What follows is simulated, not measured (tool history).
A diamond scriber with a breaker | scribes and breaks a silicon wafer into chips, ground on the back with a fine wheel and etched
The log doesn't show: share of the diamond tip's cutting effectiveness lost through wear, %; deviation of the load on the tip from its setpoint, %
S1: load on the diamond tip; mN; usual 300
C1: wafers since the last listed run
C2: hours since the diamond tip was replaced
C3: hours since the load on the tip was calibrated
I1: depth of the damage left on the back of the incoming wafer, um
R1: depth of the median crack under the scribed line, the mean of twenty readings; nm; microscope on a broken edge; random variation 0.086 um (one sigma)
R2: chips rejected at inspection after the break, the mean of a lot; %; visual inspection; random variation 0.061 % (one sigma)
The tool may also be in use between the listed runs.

run    hour   S1   C1     C2      C3    I1     R1    R2
  1     0.0  300    0  116.4  1271.3  0.73   9240  1.15
  2    44.7  300   80  161.1  1316.0  0.65   9340  1.16
  3    71.9  281   48  188.3  1343.2  0.36   8840  1.62
  4   125.3  281   95  241.7  1396.6  0.51   8840  1.85
  5   180.4  240   98  296.8  1451.7  0.33   7950  4.22
  6   230.3  240   89  346.7  1501.6  0.57   8020  3.96
  7   273.9  300   78  390.3  1545.2  0.31   9370  1.13
  8   305.9  300   57  422.3  1577.2  0.67   9300  1.13
  9   342.0  300   64  458.4  1613.3  0.68   9190  1.30
 10   411.7  300  124  528.1  1683.0  0.34   9360  1.06
 11   467.3  300   99  583.7  1738.6  0.31   9120  1.18
      491.3  -- diamond tip replaced by a new one
      499.6  -- load on the tip recalibrated
 12   530.5  300  105   39.2    30.9  0.35   9930  0.83
 13   592.4  262  110  101.1    92.8  0.47   8810  1.53
 14   629.5  300   66  138.2   129.9  0.60   9650  0.83
 15   676.6  300   84  185.3   177.0  0.70   9730  0.85
 16   703.8  300   48  212.5   204.2  0.41   9670  0.88
 17   728.4  339   44  237.1   228.8  0.61  10380  1.05
 18   792.1  347  114  300.8   292.5  0.46  10490  1.25
 19   860.3  333  122  369.0   360.7  0.59  10240  0.96
 20   929.8  300  124  438.5   430.2  0.37   9450  0.80
 21   954.3  228   43  463.0   454.7  0.60   7960  4.56
 22  1023.0  229  122  531.7   523.4  0.37   8020  4.30
 23  1077.8  300   98  586.5   578.2  0.51   9240  1.00
 24  1139.9  274  111  648.6   640.3  0.71   8860  1.46
     1156.7  -- diamond tip replaced by a new one
 25  1189.3  275   84   32.6   689.7  0.70   9020  1.71

Hidden state at the last listed run before each entry between runs and at the first one after, where it differs:
Between runs 11 and 12: diamond tip replaced by a new one (hour 491.3); load on the tip recalibrated (hour 499.6)
  deviation of the load on the tip from its setpoint, %: -9.43 -> -0.0901
  measured less the result without the state, R1: -590 -> +0 nm; R2: +0.35 -> +0.00 %
Between runs 24 and 25: diamond tip replaced by a new one (hour 1156.7)
  deviation of the load on the tip from its setpoint, %: -5.7 -> -5.93
  measured less the result without the state, R1: -340 -> -350 nm; R2: +0.45 -> +0.54 %

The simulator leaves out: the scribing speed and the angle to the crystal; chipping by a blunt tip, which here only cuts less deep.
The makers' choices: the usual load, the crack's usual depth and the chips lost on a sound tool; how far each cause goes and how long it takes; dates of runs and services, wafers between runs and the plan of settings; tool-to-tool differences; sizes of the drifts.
